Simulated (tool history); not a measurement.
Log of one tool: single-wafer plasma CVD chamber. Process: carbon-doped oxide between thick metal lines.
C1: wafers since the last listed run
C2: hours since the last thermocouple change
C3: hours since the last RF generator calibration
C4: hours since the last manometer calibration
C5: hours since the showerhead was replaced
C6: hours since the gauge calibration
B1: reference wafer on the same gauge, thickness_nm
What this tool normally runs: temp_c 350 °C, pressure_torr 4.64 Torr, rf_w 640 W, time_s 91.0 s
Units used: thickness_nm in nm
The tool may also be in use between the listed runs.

{"run": 1, "hour": 0.0, "temp_c": 350, "pressure_torr": 4.64, "rf_w": 640, "time_s": 98.2, "C1": 0, "C2": 1620.5, "C3": 1705.5, "C4": 1929.4, "C5": 2639.3, "C6": 590.3, "B1": 504.898, "thickness_nm": 532.258}
{"run": 2, "hour": 12.3, "temp_c": 350, "pressure_torr": 4.64, "rf_w": 640, "time_s": 98.2, "C1": 125, "C2": 1632.8, "C3": 1717.8, "C4": 1941.7, "C5": 2651.6, "C6": 602.6, "B1": 505.645, "thickness_nm": 531.657}
{"run": 3, "hour": 33.4, "temp_c": 350, "pressure_torr": 4.64, "rf_w": 640, "time_s": 98.2, "C1": 215, "C2": 1653.9, "C3": 1738.9, "C4": 1962.8, "C5": 2672.7, "C6": 623.7, "B1": 505.074, "thickness_nm": 528.203}
{"run": 4, "hour": 64.1, "temp_c": 350, "pressure_torr": 5.0, "rf_w": 640, "time_s": 91.0, "C1": 312, "C2": 1684.6, "C3": 1769.6, "C4": 1993.5, "C5": 2703.4, "C6": 654.4, "B1": 505.39, "thickness_nm": 501.129}
{"run": 5, "hour": 85.6, "temp_c": 350, "pressure_torr": 3.99, "rf_w": 640, "time_s": 91.0, "C1": 219, "C2": 1706.1, "C3": 1791.1, "C4": 2015.0, "C5": 2724.9, "C6": 675.9, "B1": 507.509, "thickness_nm": 475.316}
{"run": 6, "hour": 104.3, "temp_c": 350, "pressure_torr": 5.25, "rf_w": 640, "time_s": 91.0, "C1": 190, "C2": 1724.8, "C3": 1809.8, "C4": 2033.7, "C5": 2743.6, "C6": 694.6, "B1": 504.453, "thickness_nm": 503.582}
{"hour": 118.9, "done": "RF generator calibrated"}
{"run": 7, "hour": 130.7, "temp_c": 350, "pressure_torr": 4.64, "rf_w": 640, "time_s": 91.0, "C1": 187, "C2": 1751.2, "C3": 11.8, "C4": 2060.1, "C5": 2770.0, "C6": 721.0, "B1": 506.378, "thickness_nm": 514.386}
{"run": 8, "hour": 162.8, "temp_c": 350, "pressure_torr": 5.04, "rf_w": 640, "time_s": 107.6, "C1": 327, "C2": 1783.3, "C3": 43.9, "C4": 2092.2, "C5": 2802.1, "C6": 753.1, "B1": 506.48, "thickness_nm": 624.373}
{"hour": 194.7, "done": "thermocouple changed; heater temperature recalibrated"}
{"run": 9, "hour": 243.3, "temp_c": 354, "pressure_torr": 4.64, "rf_w": 640, "time_s": 105.7, "C1": 738, "C2": 48.6, "C3": 124.4, "C4": 2172.7, "C5": 2882.6, "C6": 833.6, "B1": 506.704, "thickness_nm": 595.098}
{"run": 10, "hour": 275.0, "temp_c": 350, "pressure_torr": 4.64, "rf_w": 640, "time_s": 84.8, "C1": 323, "C2": 80.3, "C3": 156.1, "C4": 2204.4, "C5": 2914.3, "C6": 865.3, "B1": 504.543, "thickness_nm": 483.984}
{"run": 11, "hour": 304.1, "temp_c": 350, "pressure_torr": 4.01, "rf_w": 640, "time_s": 91.0, "C1": 296, "C2": 109.4, "C3": 185.2, "C4": 2233.5, "C5": 2943.4, "C6": 894.4, "B1": 506.238, "thickness_nm": 494.554}
{"run": 12, "hour": 333.4, "temp_c": 342, "pressure_torr": 5.75, "rf_w": 640, "time_s": 91.0, "C1": 298, "C2": 138.7, "C3": 214.5, "C4": 2262.8, "C5": 2972.7, "C6": 923.7, "B1": 506.921, "thickness_nm": 552.122}
{"run": 13, "hour": 345.5, "temp_c": 350, "pressure_torr": 4.64, "rf_w": 640, "time_s": 91.0, "C1": 123, "C2": 150.8, "C3": 226.6, "C4": 2274.9, "C5": 2984.8, "C6": 935.8, "B1": 504.33, "thickness_nm": 515.973}
{"run": 14, "hour": 361.7, "temp_c": 350, "pressure_torr": 3.63, "rf_w": 755, "time_s": 91.0, "C1": 165, "C2": 167.0, "C3": 242.8, "C4": 2291.1, "C5": 3001.0, "C6": 952.0, "B1": 506.059, "thickness_nm": 544.618}
{"run": 15, "hour": 375.4, "temp_c": 350, "pressure_torr": 4.64, "rf_w": 720, "time_s": 103.9, "C1": 139, "C2": 180.7, "C3": 256.5, "C4": 2304.8, "C5": 3014.7, "C6": 965.7, "B1": 505.545, "thickness_nm": 645.68}
{"run": 16, "hour": 396.1, "temp_c": 350, "pressure_torr": 4.64, "rf_w": 640, "time_s": 91.0, "C1": 210, "C2": 201.4, "C3": 277.2, "C4": 2325.5, "C5": 3035.4, "C6": 986.4, "B1": 506.064, "thickness_nm": 514.183}
{"run": 17, "hour": 449.3, "temp_c": 350, "pressure_torr": 5.15, "rf_w": 640, "time_s": 91.0, "C1": 542, "C2": 254.6, "C3": 330.4, "C4": 2378.7, "C5": 3088.6, "C6": 1039.6, "B1": 506.35, "thickness_nm": 525.554}
{"run": 18, "hour": 463.8, "temp_c": 350, "pressure_torr": 4.64, "rf_w": 560, "time_s": 91.0, "C1": 147, "C2": 269.1, "C3": 344.9, "C4": 2393.2, "C5": 3103.1, "C6": 1054.1, "B1": 505.823, "thickness_nm": 463.885}
{"hour": 470.6, "done": "gauge calibrated"}
{"run": 19, "hour": 544.0, "temp_c": 360, "pressure_torr": 5.49, "rf_w": 640, "time_s": 91.0, "C1": 817, "C2": 349.3, "C3": 425.1, "C4": 2473.4, "C5": 3183.3, "C6": 73.4, "B1": 504.802, "thickness_nm": 521.879}
{"hour": 554.1, "done": "capacitance manometer re-zeroed and calibrated"}
{"hour": 557.1, "done": "showerhead replaced"}
{"run": 20, "hour": 567.6, "temp_c": 356, "pressure_torr": 4.64, "rf_w": 745, "time_s": 83.2, "C1": 128, "C2": 372.9, "C3": 448.7, "C4": 13.5, "C5": 10.5, "C6": 97.0, "B1": 505.778, "thickness_nm": 515.959}
{"run": 21, "hour": 588.1, "temp_c": 343, "pressure_torr": 4.12, "rf_w": 540, "time_s": 76.3, "C1": 208, "C2": 393.4, "C3": 469.2, "C4": 34.0, "C5": 31.0, "C6": 117.5, "B1": 504.828, "thickness_nm": 375.654}
{"run": 22, "hour": 609.5, "temp_c": 350, "pressure_torr": 4.27, "rf_w": 735, "time_s": 77.7, "C1": 218, "C2": 414.8, "C3": 490.6, "C4": 55.4, "C5": 52.4, "C6": 138.9, "B1": 505.814, "thickness_nm": 476.741}
{"run": 23, "hour": 641.4, "temp_c": 361, "pressure_torr": 4.64, "rf_w": 690, "time_s": 91.0, "C1": 325, "C2": 446.7, "C3": 522.5, "C4": 87.3, "C5": 84.3, "C6": 170.8, "B1": 506.052, "thickness_nm": 532.099}
{"run": 24, "hour": 664.3, "temp_c": 355, "pressure_torr": 4.64, "rf_w": 640, "time_s": 91.0, "C1": 233, "C2": 469.6, "C3": 545.4, "C4": 110.2, "C5": 107.2, "C6": 193.7, "B1": 505.878, "thickness_nm": 507.849}
{"run": 25, "hour": 688.1, "temp_c": 350, "pressure_torr": 4.64, "rf_w": 640, "time_s": 91.0, "C1": 242, "C2": 493.4, "C3": 569.2, "C4": 134.0, "C5": 131.0, "C6": 217.5, "B1": 505.533, "thickness_nm": 516.454}
{"run": 26, "hour": 714.1, "temp_c": 357, "pressure_torr": 4.1, "rf_w": 575, "time_s": 91.0, "C1": 264, "C2": 519.4, "C3": 595.2, "C4": 160.0, "C5": 157.0, "C6": 243.5, "B1": 505.005, "thickness_nm": 452.61}
{"run": 27, "hour": 782.2, "temp_c": 336, "pressure_torr": 3.59, "rf_w": 640, "time_s": 91.0, "C1": 693, "C2": 587.5, "C3": 663.3, "C4": 228.1, "C5": 225.1, "C6": 311.6, "B1": 505.849, "thickness_nm": 496.936}
{"run": 28, "hour": 797.6, "temp_c": 350, "pressure_torr": 5.65, "rf_w": 575, "time_s": 91.0, "C1": 156, "C2": 602.9, "C3": 678.7, "C4": 243.5, "C5": 240.5, "C6": 327.0, "B1": 506.048, "thickness_nm": 491.665}

Selected run-to-run steps in thickness_nm, each split into two signed amounts: the part the tool would show with no hidden state at all (from settings, incoming material and random variation), and the remainder, which goes to the hidden state together with any gauge scatter not common to the measured and the hidden-state-free results:
Unlogged tool condition in this case: wafer temperature above the value expected at the setpoint (K); delivered RF power above the setpoint (%); true pressure above the setpoint (%); gauge reads high (%).
Run 5 -> 6: pressure_torr 3.99 -> 5.25. thickness_nm +28.266 nm: hidden state -2.327, all else +30.593.
Run 6 -> 7: pressure_torr 5.25 -> 4.64, RF generator calibrated. thickness_nm +10.804 nm: hidden state +29.211, all else -18.407.
Run 15 -> 16: rf_w 720 -> 640, time_s 103.9 -> 91.0. thickness_nm -131.497 nm: hidden state +0.278, all else -131.775.
Run 20 -> 21: temp_c 356 -> 343, pressure_torr 4.64 -> 4.12, rf_w 745 -> 540, time_s 83.2 -> 76.3. thickness_nm -140.305 nm: hidden state +0.512, all else -140.817.
